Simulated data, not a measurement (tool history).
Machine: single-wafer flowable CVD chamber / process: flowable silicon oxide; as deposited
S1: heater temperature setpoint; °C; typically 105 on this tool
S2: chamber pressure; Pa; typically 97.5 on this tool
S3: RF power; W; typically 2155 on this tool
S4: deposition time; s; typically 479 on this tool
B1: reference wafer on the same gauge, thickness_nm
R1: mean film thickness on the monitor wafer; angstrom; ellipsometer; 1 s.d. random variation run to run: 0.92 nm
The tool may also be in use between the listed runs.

run 1 day=0 | S1=105 S2=97.5 S3=2155 S4=532 | B1=276.155 | R1=2622.96
run 2 day=3.05 | S1=105 S2=97.5 S3=2155 S4=532 | B1=275.964 | R1=2607.62
run 3 day=5.179 | S1=105 S2=88.5 S3=2155 S4=479 | B1=276.115 | R1=2145.37
-- day=8.921 thermocouple changed; heater temperature recalibrated
run 4 day=9.238 | S1=105 S2=88.5 S3=2155 S4=479 | B1=275.994 | R1=2095.52
run 5 day=11.079 | S1=105 S2=88.5 S3=2155 S4=479 | B1=275.375 | R1=2102.51
run 6 day=14.867 | S1=105 S2=97.5 S3=2155 S4=479 | B1=275.526 | R1=2301.62
run 7 day=17.2 | S1=105 S2=97.5 S3=2155 S4=479 | B1=275.786 | R1=2309.22
run 8 day=18.9 | S1=105 S2=97.5 S3=2155 S4=479 | B1=275.767 | R1=2314.36
run 9 day=22.083 | S1=105 S2=97.5 S3=2155 S4=479 | B1=276.2 | R1=2320.32
run 10 day=24.362 | S1=105 S2=97.5 S3=2300 S4=541 | B1=275.659 | R1=2669.95
run 11 day=26.488 | S1=105 S2=97.5 S3=2300 S4=541 | B1=275.45 | R1=2675.67
-- day=27.088 capacitance manometer re-zeroed and calibrated
run 12 day=28.75 | S1=105 S2=76 S3=2155 S4=451 | B1=275.995 | R1=1715.18
run 13 day=30.521 | S1=105 S2=97.5 S3=2155 S4=479 | B1=276.797 | R1=2316.34
-- day=32.758 showerhead replaced
run 14 day=33.108 | S1=105 S2=97.5 S3=2155 S4=564 | B1=276.172 | R1=2761.93
-- day=35.7 gauge calibrated
run 15 day=37.525 | S1=98 S2=113.3 S3=1835 S4=389 | B1=275.728 | R1=2631.16
run 16 day=41.896 | S1=105 S2=97.5 S3=2025 S4=399 | B1=275.554 | R1=1919.41
-- day=43.146 thermocouple changed; heater temperature recalibrated
run 17 day=44.154 | S1=105 S2=86.1 S3=2265 S4=547 | B1=276.174 | R1=2358.94
run 18 day=46.383 | S1=105 S2=97.5 S3=2155 S4=561 | B1=276.507 | R1=2720.13
run 19 day=49.25 | S1=105 S2=97.5 S3=1800 S4=479 | B1=275.872 | R1=2217.78
run 20 day=51.138 | S1=109 S2=111.6 S3=1970 S4=391 | B1=275.738 | R1=1887.84
-- day=53.15 RF generator calibrated
run 21 day=53.546 | S1=105 S2=79.5 S3=2155 S4=479 | B1=276.1 | R1=1894.37
run 22 day=56.483 | S1=105 S2=97.5 S3=2155 S4=479 | B1=276.056 | R1=2322.17
run 23 day=60.642 | S1=99 S2=82.5 S3=2540 S4=479 | B1=276.466 | R1=2415.72
run 24 day=63.125 | S1=105 S2=103.7 S3=2155 S4=479 | B1=275.942 | R1=2487.7
-- day=69.617 capacitance manometer re-zeroed and calibrated
run 25 day=74.154 | S1=105 S2=97.5 S3=2155 S4=479 | B1=275.665 | R1=2342.46
run 26 day=77.367 | S1=115 S2=121.3 S3=1820 S4=479 | B1=276.133 | R1=2088.26
run 27 day=79.362 | S1=118 S2=114.9 S3=2000 S4=479 | B1=276.055 | R1=1890.42

Below, some changes in R1 between adjacent runs. For each, the amount present without the hidden state too (settings, incoming material, random variation) and the amount remaining for the hidden state with gauge scatter not shared by both compared results:
Hidden state present: wafer temperature above the value expected at the setpoint (K); delivered RF power above the setpoint (%); true pressure above the setpoint (%); gauge reads high (%).
Run 3 -> 4: thermocouple changed; heater temperature recalibrated. R1 -49.85 angstrom: hidden state -45.58, all else -4.27.
Run 11 -> 12: S2 97.5 -> 76, S3 2300 -> 2155, S4 541 -> 451, capacitance manometer re-zeroed and calibrated. R1 -960.49 angstrom: hidden state -5.46, all else -955.03.
Run 15 -> 16: S1 98 -> 105, S2 113.3 -> 97.5, S3 1835 -> 2025, S4 389 -> 399. R1 -711.75 angstrom: hidden state -4.31, all else -707.44.
Run 16 -> 17: S2 97.5 -> 86.1, S3 2025 -> 2265, S4 399 -> 547, thermocouple changed; heater temperature recalibrated. R1 +439.53 angstrom: hidden state -31.11, all else +470.64.
